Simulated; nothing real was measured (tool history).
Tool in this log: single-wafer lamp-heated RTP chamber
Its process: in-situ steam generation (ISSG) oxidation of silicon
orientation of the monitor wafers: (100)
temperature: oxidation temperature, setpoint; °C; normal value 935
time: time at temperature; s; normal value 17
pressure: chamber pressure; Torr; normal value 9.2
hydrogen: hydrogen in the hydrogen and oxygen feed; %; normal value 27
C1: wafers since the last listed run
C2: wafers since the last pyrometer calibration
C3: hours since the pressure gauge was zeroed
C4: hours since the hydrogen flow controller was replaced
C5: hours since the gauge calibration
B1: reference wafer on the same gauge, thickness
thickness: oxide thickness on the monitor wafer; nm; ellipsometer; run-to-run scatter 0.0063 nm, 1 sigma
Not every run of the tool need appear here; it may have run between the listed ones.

Run 1, day 0: usual settings; C1 0; C2 2575; C3 3423.8; C4 6064.2; C5 353.4; B1 3.821. Result: thickness 4.213 nm.
Run 2, day 0.579: usual settings; C1 138; C2 2714; C3 3437.7; C4 6078.1; C5 367.3; B1 3.82. Result: thickness 4.216 nm.
Run 3, day 1.892: usual settings; C1 314; C2 3028; C3 3469.2; C4 6109.6; C5 398.8; B1 3.819. Result: thickness 4.213 nm.
Run 4, day 2.646: usual settings but pressure 10.1 Torr; C1 180; C2 3209; C3 3487.3; C4 6127.7; C5 416.9; B1 3.819. Result: thickness 4.139 nm.
Run 5, day 3.725: usual settings but pressure 10.1 Torr; C1 258; C2 3468; C3 3513.2; C4 6153.6; C5 442.8; B1 3.819. Result: thickness 4.135 nm.
Run 6, day 4.338: usual settings but temperature 951 °C; C1 146; C2 3615; C3 3527.9; C4 6168.3; C5 457.5; B1 3.82. Result: thickness 4.414 nm.
Run 7, day 5.175: usual settings but temperature 943 °C, pressure 9.8 Torr; C1 200; C2 3815; C3 3548; C4 6188.4; C5 477.6; B1 3.82. Result: thickness 4.263 nm.
Run 8, day 6.354: usual settings but temperature 943 °C, pressure 9.8 Torr; C1 282; C2 4098; C3 3576.3; C4 6216.7; C5 505.9; B1 3.82. Result: thickness 4.262 nm.
Run 9, day 7.425: usual settings but temperature 943 °C, pressure 9.8 Torr; C1 256; C2 4355; C3 3602; C4 6242.4; C5 531.6; B1 3.821. Result: thickness 4.259 nm.
Run 10, day 8.742: usual settings but temperature 929 °C; C1 315; C2 4671; C3 3633.6; C4 6274; C5 563.2; B1 3.82. Result: thickness 4.171 nm.
Run 11, day 9.738: usual settings but temperature 929 °C; C1 238; C2 4909; C3 3657.5; C4 6297.9; C5 587.1; B1 3.82. Result: thickness 4.155 nm.
Run 12, day 10.954: usual settings but temperature 929 °C; C1 291; C2 5201; C3 3686.7; C4 6327.1; C5 616.3; B1 3.819. Result: thickness 4.156 nm.
Run 13, day 12.321: usual settings but temperature 943 °C; C1 327; C2 5529; C3 3719.5; C4 6359.9; C5 649.1; B1 3.822. Result: thickness 4.315 nm.
Run 14, day 13.092: usual settings; C1 184; C2 5714; C3 3738; C4 6378.4; C5 667.6; B1 3.821. Result: thickness 4.224 nm.
At day 13.508: pyrometer window cleaned and pyrometer calibrated.
Run 15, day 14.588: usual settings but temperature 920 °C, time 13 s, pressure 9.8 Torr, hydrogen 32 %; C1 278; C2 259; C3 3773.9; C4 6414.3; C5 703.5; B1 3.82. Result: thickness 3.788 nm.
Run 16, day 15.371: usual settings but temperature 948 °C, hydrogen 32 %; C1 187; C2 446; C3 3792.7; C4 6433.1; C5 722.3; B1 3.818. Result: thickness 4.523 nm.
At day 16.083: pressure gauge zeroed.
Run 17, day 16.342: usual settings but temperature 923 °C, hydrogen 23 %; C1 152; C2 599; C3 6.2; C4 6456.4; C5 745.6; B1 3.819. Result: thickness 3.925 nm.
Run 18, day 17.758: usual settings but time 22 s, pressure 9.7 Torr, hydrogen 31 %; C1 339; C2 939; C3 40.2; C4 6490.4; C5 779.6; B1 3.82. Result: thickness 4.741 nm.
Run 19, day 18.988: usual settings but temperature 930 °C, hydrogen 32 %; C1 294; C2 1234; C3 69.7; C4 6519.9; C5 809.1; B1 3.822. Result: thickness 4.33 nm.
Run 20, day 19.658: usual settings but temperature 942 °C, time 14 s, pressure 8.1 Torr, hydrogen 23 %; C1 160; C2 1395; C3 85.8; C4 6536; C5 825.2; B1 3.821. Result: thickness 3.878 nm.
Run 21, day 20.408: usual settings but temperature 955 °C, hydrogen 32 %; C1 179; C2 1574; C3 103.8; C4 6554; C5 843.2; B1 3.821. Result: thickness 4.65 nm.
At day 22.358: hydrogen flow controller replaced.
Run 22, day 24.688: usual settings; C1 946; C2 2520; C3 206.5; C4 55.9; C5 945.9; B1 3.819. Result: thickness 4.217 nm.
Run 23, day 25.421: usual settings but pressure 10.2 Torr, hydrogen 19 %; C1 175; C2 2696; C3 224.1; C4 73.5; C5 963.5; B1 3.819. Result: thickness 3.83 nm.
Run 24, day 26.704: usual settings but temperature 942 °C, pressure 10.2 Torr; C1 307; C2 3004; C3 254.9; C4 104.3; C5 994.3; B1 3.821. Result: thickness 4.218 nm.
At day 27.842: gauge calibrated.
Run 25, day 27.971: usual settings; C1 303; C2 3308; C3 285.3; C4 134.7; C5 3.1; B1 3.82. Result: thickness 4.229 nm.
Run 26, day 29.158: usual settings but temperature 923 °C, pressure 10.2 Torr, hydrogen 32 %; C1 284; C2 3592; C3 313.8; C4 163.2; C5 31.6; B1 3.819. Result: thickness 4.176 nm.
Run 27, day 30.629: usual settings; C1 352; C2 3945; C3 349.1; C4 198.5; C5 66.9; B1 3.821. Result: thickness 4.217 nm.
Run 28, day 31.875: usual settings but temperature 954 °C, time 22 s; C1 298; C2 4244; C3 379; C4 228.4; C5 96.8; B1 3.82. Result: thickness 4.941 nm.
Run 29, day 32.608: usual settings but temperature 951 °C, pressure 8.7 Torr; C1 175; C2 4420; C3 396.6; C4 246; C5 114.4; B1 3.819. Result: thickness 4.44 nm.
Run 30, day 37.012: usual settings but temperature 945 °C, time 21 s, pressure 8.1 Torr, hydrogen 31 %; C1 1055; C2 5476; C3 502.3; C4 351.7; C5 220.1; B1 3.82. Result: thickness 4.962 nm.

Selected run-to-run steps in thickness, each split into two signed amounts: the part the tool would show with no hidden state at all (from settings, incoming material and random variation), and the remainder, which goes to the hidden state together with any gauge scatter not common to the measured and the hidden-state-free results:
The hidden state here: true wafer temperature minus pyrometer reading, K; true pressure minus gauge reading, Torr; deviation of the hydrogen flow from its setpoint, %; gauge reads high (%).
Run 14 -> 15: temperature 935 -> 920, time 17 -> 13, pressure 9.2 -> 9.8, hydrogen 27 -> 32, pyrometer window cleaned and pyrometer calibrated. thickness -0.436 nm: hidden state -0.04, all else -0.396.
Run 15 -> 16: temperature 920 -> 948, time 13 -> 17, pressure 9.8 -> 9.2. thickness +0.735 nm: hidden state +0.008, all else +0.727.
Run 17 -> 18: temperature 923 -> 935, time 17 -> 22, pressure 9.2 -> 9.7, hydrogen 23 -> 31. thickness +0.816 nm: hidden state +0.013, all else +0.803.
Run 20 -> 21: temperature 942 -> 955, time 14 -> 17, pressure 8.1 -> 9.2, hydrogen 23 -> 32. thickness +0.772 nm: hidden state +0.012, all else +0.76.
Run 27 -> 28: temperature 935 -> 954, time 17 -> 22. thickness +0.724 nm: hidden state +0.02, all else +0.704.

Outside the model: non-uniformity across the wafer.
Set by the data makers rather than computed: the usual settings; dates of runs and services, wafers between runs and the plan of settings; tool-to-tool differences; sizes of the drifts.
